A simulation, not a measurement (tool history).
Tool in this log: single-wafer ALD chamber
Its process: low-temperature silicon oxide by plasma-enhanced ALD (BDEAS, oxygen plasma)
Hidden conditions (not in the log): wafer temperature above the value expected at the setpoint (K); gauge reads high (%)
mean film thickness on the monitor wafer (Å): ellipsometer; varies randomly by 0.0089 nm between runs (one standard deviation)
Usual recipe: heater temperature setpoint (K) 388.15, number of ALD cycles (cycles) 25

run	day	heater temperature setpoint (K)	number of ALD cycles (cycles)	wafers since the last listed run	hours since the last thermocouple change	hours since the gauge calibration	read-back reference wafer on the same gauge, thickness_nm	mean film thickness on the monitor wafer (Å)
1	0	388.15	25	0	2116.9	13.9	3.033	35.58
2	0.296	388.15	25	65	2124	21	3.028	35.61
3	0.742	391.15	24	98	2134.7	31.7	3.028	33.98
4	1.004	391.15	24	57	2141	38	3.03	33.9
5	1.458	399.15	25	99	2151.9	48.9	3.03	34.6
# day 2.408: thermocouple changed; heater temperature recalibrated
6	2.429	379.15	22	140	0.5	72.2	3.032	31.83
7	2.758	388.15	25	72	8.4	80.1	3.032	35.62
8	3.492	388.15	25	161	26	97.7	3.029	35.64

Run 9 comes next. What will it give?
9	4.062	396.15	25	125	39.7	111.4	?	?

Run 9 gave read-back reference wafer on the same gauge, thickness_nm 3.027, mean film thickness on the monitor wafer (Å) 34.97.
Were there no unlogged condition in the tool, this run, its random variation unchanged, would have produced mean film thickness on the monitor wafer (Å) 34.97.
